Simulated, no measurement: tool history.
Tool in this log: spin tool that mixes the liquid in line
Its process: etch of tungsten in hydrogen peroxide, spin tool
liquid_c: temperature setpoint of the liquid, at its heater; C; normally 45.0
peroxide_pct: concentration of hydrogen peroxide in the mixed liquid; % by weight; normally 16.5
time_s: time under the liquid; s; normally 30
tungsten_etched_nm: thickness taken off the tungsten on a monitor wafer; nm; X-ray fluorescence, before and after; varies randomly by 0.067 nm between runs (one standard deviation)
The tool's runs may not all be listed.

| run | hour | liquid_c | peroxide_pct | time_s | read-back film thickness of the tungsten reference wafer, read on the same gauge (nm) | tungsten_etched_nm |
|---|---|---|---|---|---|---|
| 1 | 0.0 | 45.0 | 16.5 | 30 | 40.02 | 16.55 |
| 2 | 6.7 | 45.0 | 16.5 | 30 | 40.03 | 16.44 |
|  | 53.6 | gauge calibrated |
| 3 | 60.7 | 52.0 | 18.5 | 15 | 40.04 | 13.47 |
| 4 | 71.3 | 45.0 | 19.5 | 45 | 39.99 | 26.98 |
| 5 | 82.4 | 51.5 | 16.5 | 45 | 40.00 | 37.01 |
| 6 | 91.0 | 45.0 | 16.5 | 15 | 40.00 | 8.26 |
| 7 | 103.5 | 45.0 | 16.5 | 35 | 39.98 | 19.22 |
|  | 107.8 | heated supply line repaired |
| 8 | 116.5 | 45.0 | 16.5 | 35 | 39.99 | 19.29 |
| 9 | 129.6 | 45.0 | 16.5 | 30 | 39.99 | 16.36 |
| 10 | 141.5 | 54.5 | 18.0 | 30 | 40.01 | 30.79 |
| 11 | 158.1 | 45.0 | 21.5 | 15 | 40.01 | 9.39 |
| 12 | 165.9 | 42.0 | 19.5 | 15 | 40.02 | 7.38 |
| 13 | 178.4 | 45.0 | 16.5 | 45 | 40.01 | 24.58 |
|  | 183.3 | thermometer replaced |
|  | 193.5 | new drum of peroxide connected |
| 14 | 194.8 | 40.0 | 15.0 | 45 | 39.99 | 17.56 |
|  | 198.4 | peroxide flow meter replaced |
| 15 | 209.6 | 45.0 | 15.0 | 30 | 40.01 | 16.05 |
| 16 | 217.5 | 48.0 | 20.5 | 30 | 39.97 | 22.78 |
| 17 | 226.7 | 53.0 | 19.0 | 20 | 39.98 | 19.73 |
| 18 | 256.5 | 36.5 | 19.0 | 30 | 40.00 | 10.42 |
| 19 | 272.9 | 45.0 | 19.5 | 45 | 40.01 | 27.26 |
| 20 | 280.5 | 54.0 | 20.0 | 15 | 39.98 | 16.09 |
| 21 | 287.2 | 38.5 | 21.0 | 35 | 40.00 | 14.55 |
| 22 | 302.5 | 38.5 | 18.0 | 30 | 40.00 | 11.52 |
| 23 | 317.5 | 47.5 | 19.5 | 40 | 39.99 | 28.39 |
| 24 | 369.5 | 37.0 | 12.0 | 15 | 39.99 | 4.28 |
| 25 | 384.9 | 45.0 | 16.5 | 30 | 40.00 | 16.68 |

Branching from run 25: 5 alternative next runs. What would each branch give?
| A | 385.3 | 45.0 | 16.5 | 30 | ? | ? |
| B | 385.3 | 39.0 | 19.0 | 15 | ? | ? |
| C | 385.3 | 54.5 | 15.0 | 30 | ? | ? |
| D | 385.3 | 45.0 | 16.5 | 40 | ? | ? |
| E | 385.3 | 45.0 | 18.5 | 30 | ? | ? |

| run | read-back film thickness of the tungsten reference wafer, read on the same gauge (nm) | tungsten_etched_nm |
|---|---|---|
| A | 39.98 | 16.66 |
| B | 39.98 | 6.08 |
| C | 39.98 | 28.41 |
| D | 39.98 | 22.21 |
| E | 39.98 | 17.64 |
What these runs would have given with no unlogged condition in the tool:
| run | tungsten_etched_nm |
|---|---|
| A | 16.83 |
| B | 6.14 |
| C | 28.71 |
| D | 22.44 |
| E | 17.82 |
